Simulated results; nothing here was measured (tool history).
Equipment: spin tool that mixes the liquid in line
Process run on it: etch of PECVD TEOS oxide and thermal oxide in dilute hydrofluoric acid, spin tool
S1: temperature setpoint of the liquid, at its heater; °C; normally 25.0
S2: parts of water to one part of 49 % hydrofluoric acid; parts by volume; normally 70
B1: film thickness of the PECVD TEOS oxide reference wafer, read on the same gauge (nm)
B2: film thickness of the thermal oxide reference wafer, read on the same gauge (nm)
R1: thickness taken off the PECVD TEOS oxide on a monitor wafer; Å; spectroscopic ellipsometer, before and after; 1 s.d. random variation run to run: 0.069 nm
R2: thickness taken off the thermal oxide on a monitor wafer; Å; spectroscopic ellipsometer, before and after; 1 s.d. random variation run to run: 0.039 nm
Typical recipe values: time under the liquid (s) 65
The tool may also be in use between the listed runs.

{"run": 1, "day": 0.0, "S1": 25.0, "S2": 70, "time under the liquid (s)": 65, "B1": 120.0, "B2": 50.016, "R1": 124.3, "R2": 46.23}
{"run": 2, "day": 2.15, "S1": 25.0, "S2": 70, "time under the liquid (s)": 65, "B1": 119.97, "B2": 50.057, "R1": 125.3, "R2": 47.76}
{"run": 3, "day": 5.196, "S1": 25.0, "S2": 70, "time under the liquid (s)": 65, "B1": 120.01, "B2": 49.99, "R1": 126.9, "R2": 47.72}
{"day": 7.833, "done": "hydrofluoric acid flow meter replaced"}
{"run": 4, "day": 8.054, "S1": 25.0, "S2": 70, "time under the liquid (s)": 65, "B1": 120.04, "B2": 49.994, "R1": 123.0, "R2": 46.35}
{"run": 5, "day": 9.421, "S1": 25.0, "S2": 70, "time under the liquid (s)": 65, "B1": 120.0, "B2": 50.004, "R1": 124.3, "R2": 46.75}
{"run": 6, "day": 10.996, "S1": 25.0, "S2": 70, "time under the liquid (s)": 65, "B1": 120.0, "B2": 49.98, "R1": 122.5, "R2": 46.76}
{"run": 7, "day": 13.117, "S1": 25.0, "S2": 70, "time under the liquid (s)": 65, "B1": 120.0, "B2": 50.006, "R1": 124.1, "R2": 46.84}
{"day": 13.408, "done": "thermometer replaced"}
{"day": 13.879, "done": "gauge calibrated"}
{"run": 8, "day": 16.038, "S1": 27.5, "S2": 70, "time under the liquid (s)": 65, "B1": 120.0, "B2": 49.986, "R1": 130.2, "R2": 49.81}
{"run": 9, "day": 17.383, "S1": 27.5, "S2": 70, "time under the liquid (s)": 65, "B1": 119.99, "B2": 49.959, "R1": 131.8, "R2": 50.2}
{"run": 10, "day": 19.092, "S1": 27.5, "S2": 70, "time under the liquid (s)": 65, "B1": 120.04, "B2": 50.006, "R1": 132.3, "R2": 50.26}
{"run": 11, "day": 20.154, "S1": 26.5, "S2": 70, "time under the liquid (s)": 80, "B1": 120.03, "B2": 49.993, "R1": 159.3, "R2": 59.21}
{"run": 12, "day": 23.15, "S1": 25.0, "S2": 70, "time under the liquid (s)": 65, "B1": 119.98, "B2": 50.023, "R1": 121.1, "R2": 45.72}
{"run": 13, "day": 24.342, "S1": 25.0, "S2": 70, "time under the liquid (s)": 30, "B1": 120.06, "B2": 49.943, "R1": 56.0, "R2": 21.04}
{"day": 26.421, "done": "hydrofluoric acid flow meter replaced"}
{"run": 14, "day": 27.304, "S1": 25.0, "S2": 70, "time under the liquid (s)": 90, "B1": 120.01, "B2": 50.009, "R1": 165.0, "R2": 61.55}
{"run": 15, "day": 29.583, "S1": 29.5, "S2": 40, "time under the liquid (s)": 65, "B1": 119.98, "B2": 49.947, "R1": 263.3, "R2": 99.0}
{"run": 16, "day": 32.579, "S1": 25.0, "S2": 70, "time under the liquid (s)": 65, "B1": 120.01, "B2": 50.0, "R1": 121.3, "R2": 45.87}
{"run": 17, "day": 35.258, "S1": 25.0, "S2": 70, "time under the liquid (s)": 65, "B1": 120.02, "B2": 49.991, "R1": 124.0, "R2": 46.28}
{"run": 18, "day": 36.838, "S1": 28.5, "S2": 95, "time under the liquid (s)": 85, "B1": 119.99, "B2": 49.993, "R1": 131.5, "R2": 49.48}
{"run": 19, "day": 38.225, "S1": 27.5, "S2": 80, "time under the liquid (s)": 65, "B1": 119.95, "B2": 50.011, "R1": 118.0, "R2": 44.04}
{"run": 20, "day": 41.221, "S1": 28.0, "S2": 50, "time under the liquid (s)": 100, "B1": 119.95, "B2": 49.955, "R1": 312.4, "R2": 116.7}

State the hidden condition of the tool at each of the runs:
gauge reads high (%): 0 across all the runs
H1: liquid hotter than its thermometer reads (K)
H2: hydrofluoric acid flow above the setpoint (%)
run=1 H1=1.15 H2=2.67
run=2 H1=1.23 H2=3.04
run=3 H1=1.34 H2=3.56
run=4 H1=1.45 H2=0.558
run=5 H1=1.5 H2=0.793
run=6 H1=1.56 H2=1.06
run=7 H1=1.64 H2=1.43
run=8 H1=0.172 H2=1.93
run=9 H1=0.222 H2=2.16
run=10 H1=0.285 H2=2.46
run=11 H1=0.324 H2=2.64
run=12 H1=0.435 H2=3.15
run=13 H1=0.479 H2=3.36
run=14 H1=0.588 H2=0.911
run=15 H1=0.672 H2=1.3
run=16 H1=0.783 H2=1.82
run=17 H1=0.882 H2=2.28
run=18 H1=0.94 H2=2.55
run=19 H1=0.991 H2=2.79
run=20 H1=1.1 H2=3.3
